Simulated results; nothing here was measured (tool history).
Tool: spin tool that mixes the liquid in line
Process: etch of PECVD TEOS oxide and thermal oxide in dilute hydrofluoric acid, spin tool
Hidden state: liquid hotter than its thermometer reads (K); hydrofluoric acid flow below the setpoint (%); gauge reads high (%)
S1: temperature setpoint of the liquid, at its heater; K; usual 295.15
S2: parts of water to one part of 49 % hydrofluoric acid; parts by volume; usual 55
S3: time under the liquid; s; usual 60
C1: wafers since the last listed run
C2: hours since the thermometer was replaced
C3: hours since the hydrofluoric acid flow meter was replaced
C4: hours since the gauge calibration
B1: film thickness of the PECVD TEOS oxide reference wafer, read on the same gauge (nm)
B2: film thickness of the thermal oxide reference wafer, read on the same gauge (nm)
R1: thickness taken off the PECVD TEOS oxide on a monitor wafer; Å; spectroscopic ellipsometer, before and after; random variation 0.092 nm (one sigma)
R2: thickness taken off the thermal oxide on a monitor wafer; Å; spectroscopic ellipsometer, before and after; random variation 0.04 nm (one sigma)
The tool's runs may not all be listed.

run    hour      S1  S2  S3    C1     C2     C3      C4     B1       B2     R1      R2
  1     0.0  295.15  55  60     0  127.0  596.2   391.7  29.98  120.029  119.0   44.09
  2   104.1  295.15  55  60  1232  231.1  700.3   495.8  29.99  120.001  117.9   43.05
  3   186.5  299.65  80  60   975  313.5  782.7   578.2  30.01  119.997   93.7   34.97
      204.3  -- hydrofluoric acid flow meter replaced
  4   236.5  295.15  55  60   579  363.5   32.2   628.2  30.01  119.990  124.3   46.60
  5   306.8  297.65  35  50   832  433.8  102.5   698.5  30.02  119.994  184.5   69.10
  6   377.2  298.15  25  35   833  504.2  172.9   768.9  29.99  119.983  187.7   69.33
  7   451.3  295.15  55  60   877  578.3  247.0   843.0  29.97  120.012  122.4   45.88
  8   554.0  299.15  30  80  1215  681.0  349.7   945.7  30.00  120.014  361.5  135.47
  9   647.1  295.15  55  60  1101  774.1  442.8  1038.8  30.02  119.992  119.7   44.40
 10   694.8  295.15  55  75   564  821.8  490.5  1086.5  30.02  120.021  149.8   55.18
 11   760.5  299.65  55  60   777  887.5  556.2  1152.2  30.00  120.011  144.5   52.96
      774.2  -- thermometer replaced
     1022.7  -- hydrofluoric acid flow meter replaced
 12  1067.8  298.15  70  60  3613  293.6   45.1  1459.5  30.00  120.016  107.9   40.99
 13  1152.1  295.15  45  30   997  377.9  129.4  1543.8  30.02  119.996   76.0   28.72
 14  1212.2  295.15  65  85   711  438.0  189.5  1603.9  30.00  120.004  144.1   53.71
 15  1301.8  298.15  55  60  1060  527.6  279.1  1693.5  30.01  120.008  139.0   50.90
 16  1356.0  291.65  35  60   641  581.8  333.3  1747.7  30.02  119.995  168.7   63.07
 17  1422.5  291.15  65  60   787  648.3  399.8  1814.2  30.04  119.995   84.6   31.43
 18  1497.7  297.15  55  60   890  723.5  475.0  1889.4  30.03  119.990  129.6   48.15
 19  1542.1  290.65  65  50   525  767.9  519.4  1933.8  30.02  119.989   69.7   25.46
 20  1606.6  298.65  75  95   763  832.4  583.9  1998.3  30.00  120.001  155.9   58.00
 21  1686.2  293.65  30  90   942  912.0  663.5  2077.9  30.00  119.979  312.6  116.15
     1756.1  -- thermometer replaced
 22  1773.5  295.15  55  60  1021   17.4  750.8  2165.2  30.04  120.012  116.5   43.59
     1795.7  -- hydrofluoric acid flow meter replaced
 23  1870.4  295.15  55  35  1135  114.3   74.7  2262.1  29.99  119.995   72.3   26.60
 24  1958.9  295.15  55  60  1047  202.8  163.2  2350.6  29.97  119.997  121.6   45.82
 25  2050.5  298.65  55  60  1084  294.4  254.8  2442.2  30.01  120.021  140.1   51.96
 26  2116.3  295.15  85  70   778  360.2  320.6  2508.0  30.01  119.981   88.3   32.76

4 ways to go on from here, each from the tool as it stands after run 26. What would each give?
  A  2116.7  295.15  55  60   4  360.6  321.0  2508.4   ?   ?   ?   ?
  B  2116.7  300.15  55  60   4  360.6  321.0  2508.4   ?   ?   ?   ?
  C  2116.7  295.15  40  60   4  360.6  321.0  2508.4   ?   ?   ?   ?
  D  2116.7  295.15  25  95   4  360.6  321.0  2508.4   ?   ?   ?   ?

run     B1       B2     R1      R2
  A  29.98  120.002  121.7   44.91
  B  29.98  120.002  149.2   55.07
  C  29.98  120.002  170.6   62.97
  D  29.98  120.002  440.7  162.68
Without the tool's hidden state the same runs would have given:
run     R1      R2
  A  125.4   46.30
  B  153.8   56.78
  C  175.7   64.88
  D  453.8  167.52
